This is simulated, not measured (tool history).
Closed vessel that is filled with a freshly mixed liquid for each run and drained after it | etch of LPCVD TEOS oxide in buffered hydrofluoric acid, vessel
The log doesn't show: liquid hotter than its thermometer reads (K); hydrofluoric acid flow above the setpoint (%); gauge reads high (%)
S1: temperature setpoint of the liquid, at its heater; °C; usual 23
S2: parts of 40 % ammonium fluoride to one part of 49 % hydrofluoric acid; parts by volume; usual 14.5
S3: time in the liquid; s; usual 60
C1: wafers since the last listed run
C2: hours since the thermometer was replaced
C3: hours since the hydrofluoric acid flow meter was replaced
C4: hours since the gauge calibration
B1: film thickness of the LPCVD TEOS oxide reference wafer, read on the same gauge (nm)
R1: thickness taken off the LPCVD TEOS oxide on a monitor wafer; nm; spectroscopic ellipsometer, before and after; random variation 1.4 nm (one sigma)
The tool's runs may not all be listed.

run	hour	S1	S2	S3	C1	C2	C3	C4	B1	R1
1	0	23	12	60	0	3246	870.5	433.6	40.01	294.36
2	25.7	23	14.5	60	2325	3271.7	896.2	459.3	39.96	246.2
3	45.6	23	14.5	60	1800	3291.6	916.1	479.2	39.97	244.81
4	64.6	23	14.5	60	1719	3310.6	935.1	498.2	39.98	245.31
# hour 80.1: thermometer replaced
5	84.4	23	14.5	60	1701	4.3	954.9	518	39.98	222.51
6	99.7	23	14.5	60	1384	19.6	970.2	533.3	40	224.71
# hour 101: gauge calibrated
7	113.2	23	14.5	60	1221	33.1	983.7	12.2	39.99	221.33
8	126.7	23	14.5	60	1221	46.6	997.2	25.7	39.98	224.79
# hour 140.4: hydrofluoric acid flow meter replaced
9	141.5	23	14.5	60	1248	61.4	1.1	40.5	40	203.91
10	169.9	23	14.5	60	2569	89.8	29.5	68.9	40.02	204.15
11	187.3	27	9	50	1574	107.2	46.9	86.3	39.99	328.25
12	211.8	20.5	14.5	60	2216	131.7	71.4	110.8	39.98	179.56
13	226.1	27.5	10	85	1293	146	85.7	125.1	39.97	531.76
14	256.8	23	11	30	2777	176.7	116.4	155.8	39.98	136.43
15	278.8	27.5	13	60	1990	198.7	138.4	177.8	40	294.36
16	296.8	21	11	60	1628	216.7	156.4	195.8	40.02	246.83
17	312.5	23	14.5	60	1420	232.4	172.1	211.5	39.99	210.78
18	351.2	26	19.5	35	3501	271.1	210.8	250.2	40.01	107.36
19	421.5	20	9	80	6360	341.4	281.1	320.5	40.01	370.29
20	442.8	19	9.5	80	1927	362.7	302.4	341.8	40.03	330.91
21	460.9	19	9.5	80	1637	380.8	320.5	359.9	39.97	333.93
22	483.5	23	14.5	60	2044	403.4	343.1	382.5	40	212.37
23	498.6	20	18	90	1366	418.5	358.2	397.6	40.02	218.81
24	534.4	27	9	60	3239	454.3	394	433.4	40.02	410.39
25	553.7	20.5	14.5	30	1746	473.6	413.3	452.7	40.03	94.14
26	583.4	20	14.5	60	2687	503.3	443	482.4	40	183.98
27	609.3	26	14.5	40	2343	529.2	468.9	508.3	39.99	172.31
28	636.3	23	14.5	60	2442	556.2	495.9	535.3	40.01	214.1
29	667.3	21.5	19.5	60	2804	587.2	526.9	566.3	40	148.87
30	695.1	23	13	50	2515	615	554.7	594.1	40	202.05
31	708.9	23	14.5	60	1248	628.8	568.5	607.9	40.02	217.2
32	721.6	28	10.5	95	1149	641.5	581.2	620.6	39.99	618.34

How the hidden state differs across the entries between the runs, from the last listed run before each to the first after it:
Between runs 4 and 5: thermometer replaced (hour 80.1)
  liquid hotter than its thermometer reads (K): 2.06 -> 0.129; hydrofluoric acid flow above the setpoint (%): 10.1 -> 10.3
  measured less the result without the state, R1: +45.89 -> +21.87 nm
Between runs 6 and 7: gauge calibrated (hour 101)
  liquid hotter than its thermometer reads (K): 0.138 -> 0.146; hydrofluoric acid flow above the setpoint (%): 10.5 -> 10.6
  measured less the result without the state, R1: +22.46 -> +22.45 nm
Between runs 8 and 9: hydrofluoric acid flow meter replaced (hour 140.4)
  liquid hotter than its thermometer reads (K): 0.154 -> 0.162; hydrofluoric acid flow above the setpoint (%): 10.7 -> 0.862
  measured less the result without the state, R1: +23.02 -> +3.48 nm
